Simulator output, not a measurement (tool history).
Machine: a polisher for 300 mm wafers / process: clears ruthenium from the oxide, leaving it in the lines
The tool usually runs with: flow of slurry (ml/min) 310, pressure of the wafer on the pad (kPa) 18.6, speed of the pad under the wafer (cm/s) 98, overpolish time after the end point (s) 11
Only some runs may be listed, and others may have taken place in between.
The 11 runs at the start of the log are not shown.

run     day  flow of slurry (ml/min)  pressure of the wafer on the pad (kPa)  speed of the pad under the wafer (cm/s)  overpolish time after the end point (s)  incoming thickness of the incoming film, nm  time until the end point was called (s)
     23.333  -- worn pad replaced by a new one
 12  23.771                      310                                    18.6                                       98                                       11                                        120.6                                     98.2
     25.383  -- slurry nozzle cleaned
 13  25.542                      310                                    18.6                                       98                                       11                                        120.6                                     98.6
 14  33.396                      310                                    18.6                                       98                                       11                                        119.3                                    102.7
 15  35.521                      310                                    18.6                                       98                                       11                                        122.0                                    104.1
 16  37.200                      310                                    13.8                                      120                                       17                                        120.5                                    112.7
 17  38.958                      245                                    18.6                                       68                                       11                                        121.2                                    127.7
     39.350  -- worn pad replaced by a new one
     39.567  -- slurry nozzle cleaned
 18  41.521                      310                                    14.5                                       98                                       11                                        119.8                                    126.6
 19  43.500                      310                                    18.6                                       98                                       11                                        119.1                                     99.7
     45.050  -- head pressure recalibrated
 20  45.879                      310                                    23.4                                       98                                       11                                        119.3                                     78.8
 21  48.504                      310                                    18.6                                       86                                       17                                        121.8                                    107.3
 22  50.379                      245                                    15.2                                       88                                        9                                        118.9                                    127.0
     52.817  -- worn pad replaced by a new one
 23  52.838                      215                                    21.4                                       80                                       11                                        121.1                                    104.2
 24  54.033                      310                                    18.6                                      114                                       11                                        121.1                                     93.1
     56.092  -- slurry nozzle cleaned
 25  56.767                      310                                    18.6                                       98                                       11                                        121.4                                    104.3
 26  64.029                      235                                    18.6                                       98                                       11                                        118.9                                    107.3
     65.888  -- worn pad replaced by a new one
 27  66.142                      365                                    21.4                                       98                                       11                                        121.0                                     91.5
 28  67.425                      215                                    13.1                                      108                                       16                                        120.3                                    132.8
 29  68.488                      380                                    21.4                                      122                                       13                                        119.3                                     80.0
 30  71.196                      310                                    18.6                                       98                                       11                                        119.8                                    105.9
     72.921  -- head pressure recalibrated
     73.025  -- slurry nozzle cleaned
 31  73.679                      310                                    18.6                                       98                                       11                                        121.2                                     97.0

What if the next run were any one of these 4? Each begins from the tool's condition after run 31:
  A  73.700                      310                                    18.6                                       98                                       11                                        121.6                                        ?
  B  73.700                      250                                    23.4                                       84                                       11                                        121.6                                        ?
  C  73.700                      310                                    15.9                                       82                                       17                                        121.6                                        ?
  D  73.700                      310                                    24.8                                       98                                       11                                        121.6                                        ?

run  time until the end point was called (s)
  A                                     96.3
  B                                     88.6
  C                                    121.1
  D                                     76.1
Stripped of hidden state, with their random variation kept, the same runs would have yielded:
run  time until the end point was called (s)
  A                                     94.3
  B                                     86.8
  C                                    118.6
  D                                     74.5
